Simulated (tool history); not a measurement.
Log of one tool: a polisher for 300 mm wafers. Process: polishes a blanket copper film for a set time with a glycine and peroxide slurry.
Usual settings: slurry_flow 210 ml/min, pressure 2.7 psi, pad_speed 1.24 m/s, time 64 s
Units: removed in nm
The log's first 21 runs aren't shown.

run,hour,slurry_flow,pressure,pad_speed,time,"incoming thickness of the incoming film, nm",removed
22,710.0,270,3.2,1.02,56,2037.1,405.6
23,727.7,210,2.7,1.24,64,2066.7,459.3
24,742.8,210,1.8,1.24,64,2055.0,328.1
25,759.1,210,2.7,1.24,64,2012.6,469.2
# hour 774.9: head pressure recalibrated
26,790.8,210,2.7,1.24,64,2046.6,454.2
# hour 809.4: slurry nozzle cleaned
27,823.2,210,2.7,1.24,64,2039.5,445.4
28,837.3,280,2.9,1.02,86,2042.2,542.3
29,863.7,210,3.5,1.24,64,2074.9,541.7
30,880.5,275,3.1,1.66,64,2075.1,626.0
31,896.1,135,2.7,1.38,64,2038.8,439.4
# hour 911.8: worn pad replaced by a new one
32,912.3,150,2.7,1.58,64,2054.8,561.9
33,930.8,150,2.2,1.24,64,2073.1,383.3
34,963.0,230,2.2,1.24,64,2050.2,394.0
35,982.0,280,3.6,1.44,85,2048.8,923.9

Forecast each of these 5 alternatives for the next run:
A,982.5,155,2.7,1.24,64,2044.4,?
B,982.5,270,2.7,1.12,64,2044.4,?
C,982.5,180,2.7,1.24,64,2044.4,?
D,982.5,165,2.7,1.02,74,2044.4,?
E,982.5,210,2.7,1.24,79,2044.4,?

run,removed
A,450.8
B,435.2
C,457.4
D,445.4
E,572.8
Without the tool's hidden state the same runs would have given:
run,removed
A,463.9
B,447.9
C,470.8
D,458.4
E,589.5
